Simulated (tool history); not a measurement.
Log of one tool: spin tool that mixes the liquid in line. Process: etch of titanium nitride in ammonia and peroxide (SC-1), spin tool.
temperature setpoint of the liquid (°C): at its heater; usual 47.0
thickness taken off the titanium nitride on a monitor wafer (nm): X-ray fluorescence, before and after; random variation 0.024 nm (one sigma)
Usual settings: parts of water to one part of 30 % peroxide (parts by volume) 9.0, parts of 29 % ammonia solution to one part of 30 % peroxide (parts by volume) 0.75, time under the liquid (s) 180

run	hour	temperature setpoint of the liquid (°C)	parts of water to one part of 30 % peroxide (parts by volume)	parts of 29 % ammonia solution to one part of 30 % peroxide (parts by volume)	time under the liquid (s)	read-back film thickness of the titanium nitride reference wafer, read on the same gauge (nm)	thickness taken off the titanium nitride on a monitor wafer (nm)
1	0.0	47.0	11.5	0.75	180	59.99	6.88
2	55.3	47.0	11.5	0.75	180	60.01	6.88
3	124.5	50.5	9.0	0.75	180	60.02	9.98
4	188.0	47.0	9.0	0.75	180	60.02	7.81
5	228.0	47.0	7.5	0.75	180	59.97	8.54
6	305.4	47.0	13.5	0.75	230	60.00	8.16
# hour 313.5: thermometer replaced
7	354.4	52.5	11.5	0.55	105	59.99	5.55
# hour 356.4: new drum of ammonia solution connected
# hour 382.9: gauge calibrated
8	456.1	52.0	7.5	0.90	245	60.02	16.80
9	546.6	47.0	5.0	0.50	180	59.99	9.74
10	636.9	47.0	6.0	0.40	180	59.96	8.62
11	726.1	38.0	7.0	0.75	180	59.99	4.59
12	770.2	47.0	13.0	0.60	180	59.99	6.27
13	834.0	39.0	9.0	0.35	180	60.03	3.87
14	877.6	47.0	9.0	0.75	180	60.01	7.93
# hour 909.0: heated supply line repaired
# hour 943.9: thermometer replaced
15	958.7	55.5	9.0	0.75	260	59.99	20.22
16	1067.3	47.0	9.0	0.75	90	59.99	3.89
# hour 1161.1: new drum of ammonia solution connected
# hour 1332.2: ammonia flow meter replaced
17	1332.9	40.5	5.5	0.90	150	60.01	5.30
18	1377.9	47.0	9.0	0.75	180	60.00	7.84
19	1453.2	47.0	9.0	0.55	180	60.00	7.46
20	1507.4	38.5	9.0	1.15	180	60.01	4.52
# hour 1517.1: thermometer replaced
21	1577.9	47.0	9.0	0.85	180	59.98	7.94
22	1662.1	47.0	9.0	0.75	115	59.98	4.99
23	1730.9	47.0	9.0	0.75	180	59.99	7.79
24	1807.4	47.0	9.0	0.75	180	59.96	7.80
25	1851.8	50.0	6.0	0.40	180	60.02	10.63

3 ways to go on from here, each from the tool as it stands after run 25. What would each give?
A	1852.3	47.0	5.5	0.75	180	?	?
B	1852.3	47.0	9.0	0.75	150	?	?
C	1852.3	56.5	9.0	1.00	230	?	?

run	read-back film thickness of the titanium nitride reference wafer, read on the same gauge (nm)	thickness taken off the titanium nitride on a monitor wafer (nm)
A	59.99	9.95
B	59.99	6.55
C	59.99	20.18
Without the tool's hidden state the same runs would have given:
run	thickness taken off the titanium nitride on a monitor wafer (nm)
A	9.87
B	6.49
C	20.02
